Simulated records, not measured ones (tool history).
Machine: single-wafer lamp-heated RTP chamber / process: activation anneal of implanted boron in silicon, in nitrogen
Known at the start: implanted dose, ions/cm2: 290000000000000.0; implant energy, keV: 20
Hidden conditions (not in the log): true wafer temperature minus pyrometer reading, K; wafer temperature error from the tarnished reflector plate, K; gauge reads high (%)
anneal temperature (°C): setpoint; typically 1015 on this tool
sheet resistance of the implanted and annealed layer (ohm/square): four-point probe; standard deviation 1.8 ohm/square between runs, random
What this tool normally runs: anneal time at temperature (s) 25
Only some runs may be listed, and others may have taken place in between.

run    hour  anneal temperature (°C)  anneal time at temperature (s)  wafers since the last listed run  wafers since the last pyrometer calibration  wafers since the reflector plate was cleaned  hours since the gauge calibration  read-back reference wafer on the same gauge, sheet resistance  sheet resistance of the implanted and annealed layer (ohm/square)
  1     0.0                     1015                              25                                 0                                         1748                                          1193                             1445.7                                                         319.06                                                             348.17
  2    67.2                     1015                              18                               711                                         2459                                          1904                             1512.9                                                         318.53                                                             345.90
  3   119.0                     1015                              18                               548                                         3008                                          2452                             1564.7                                                         318.53                                                             350.66
  4   251.1                     1015                              18                              1397                                         4406                                          3850                             1696.8                                                         317.70                                                             348.77
  5   318.5                     1015                              25                               713                                         5119                                          4564                             1764.2                                                         317.29                                                             350.21
  6   382.0                     1015                              25                               672                                         5791                                          5236                             1827.7                                                         317.26                                                             348.95
      508.8  -- reflector plate cleaned
      569.2  -- pyrometer window cleaned and pyrometer calibrated
  7   667.3                     1015                              25                              2849                                         1037                                          1592                             2113.0                                                         315.20                                                             345.08
  8   715.3                     1015                              25                               507                                         1545                                          2100                             2161.0                                                         314.77                                                             345.86
  9   806.9                     1015                              25                               969                                         2515                                          3069                             2252.6                                                         313.90                                                             343.92
 10   894.3                      994                              30                               924                                         3440                                          3994                             2340.0                                                         314.03                                                             349.99
 11   962.6                      996                              25                               722                                         4163                                          4717                             2408.3                                                         313.57                                                             347.00
 12  1046.2                      996                              25                               884                                         5047                                          5602                             2491.9                                                         313.41                                                             347.02
     1090.1  -- reflector plate cleaned
 13  1135.1                      996                              25                               856                                         5903                                           476                             2580.8                                                         312.50                                                             345.95
 14  1191.0                     1015                              25                               591                                         6495                                          1068                             2636.7                                                         311.90                                                             341.13
 15  1240.0                     1015                              25                               518                                         7014                                          1586                             2685.7                                                         312.50                                                             341.74
 16  1294.4                     1015                              25                               575                                         7589                                          2162                             2740.1                                                         312.18                                                             338.30
     1308.8  -- pyrometer window cleaned and pyrometer calibrated
 17  1351.1                     1015                              25                               515                                          447                                          2677                             2796.8                                                         311.35                                                             340.11
 18  1401.1                      995                              29                               529                                          976                                          3207                             2846.8                                                         311.16                                                             346.18
     1444.0  -- gauge calibrated
 19  1455.9                      986                              31                               579                                         1556                                          3787                               11.9                                                         326.15                                                             368.42
 20  1558.9                     1023                              20                              1090                                         2646                                          4877                              114.9                                                         325.73                                                             353.17
     1733.4  -- reflector plate cleaned
 21  1882.8                     1026                              25                              3343                                         5989                                          1581                              438.8                                                         323.91                                                             350.96
     1915.3  -- pyrometer window cleaned and pyrometer calibrated
 22  1934.7                     1042                              18                               464                                          205                                          2045                              490.7                                                         323.98                                                             352.02
 23  1998.9                      986                              32                               679                                          884                                          2725                              554.9                                                         323.01                                                             360.19
 24  2072.4                     1028                              18                               777                                         1662                                          3503                              628.4                                                         322.80                                                             352.00
 25  2177.6                     1015                              25                              1113                                         2775                                          4616                              733.6                                                         321.91                                                             350.17
 26  2238.5                      998                              16                               644                                         3420                                          5260                              794.5                                                         321.63                                                             357.10
 27  2285.8                     1005                              25                               500                                         3920                                          5761                              841.8                                                         321.36                                                             351.19
     2347.7  -- reflector plate cleaned
 28  2348.2                     1005                              19                               575                                         4496                                             5                              904.2                                                         321.11                                                             355.13
 29  2404.6                      994                              29                               596                                         5093                                           601                              960.6                                                         320.38                                                             359.21
 30  2506.5                     1035                              21                              1078                                         6171                                          1680                             1062.5                                                         320.58                                                             347.88
     2531.0  -- pyrometer window cleaned and pyrometer calibrated
 31  2586.0                     1015                              25                               756                                          581                                          2436                             1142.0                                                         319.32                                                             347.99
 32  2634.9                     1040                              35                               517                                         1099                                          2954                             1190.9                                                         319.03                                                             348.13
 33  2714.6                     1015                              25                               843                                         1942                                          3797                             1270.6                                                         318.92                                                             348.94
 34  2802.1                     1041                              14                               925                                         2868                                          4723                             1358.1                                                         318.63                                                             344.18
     2884.3  -- reflector plate cleaned
 35  2893.5                     1015                              25                               882                                         3751                                            96                             1449.5                                                         318.02                                                             347.04

Consider 5 possible next runs. They are alternatives, not a sequence: every one starts from the tool as it was left by run 35. What does each give?
  A  2893.9                     1032                              25                                 4                                         3755                                           101                             1449.9                                                              ?                                                                  ?
  B  2893.9                     1015                              13                                 4                                         3755                                           101                             1449.9                                                              ?                                                                  ?
  C  2893.9                     1007                              14                                 4                                         3755                                           101                             1449.9                                                              ?                                                                  ?
  D  2893.9                      994                              11                                 4                                         3755                                           101                             1449.9                                                              ?                                                                  ?
  E  2893.9                     1041                              10                                 4                                         3755                                           101                             1449.9                                                              ?                                                                  ?

run  read-back reference wafer on the same gauge, sheet resistance  sheet resistance of the implanted and annealed layer (ohm/square)
  A                                                         317.62                                                             345.20
  B                                                         317.62                                                             348.81
  C                                                         317.62                                                             350.52
  D                                                         317.62                                                             357.72
  E                                                         317.62                                                             346.40
Without the tool's hidden state the same runs would have given:
run  sheet resistance of the implanted and annealed layer (ohm/square)
  A                                                             356.10
  B                                                             359.82
  C                                                             361.58
  D                                                             369.01
  E                                                             357.33
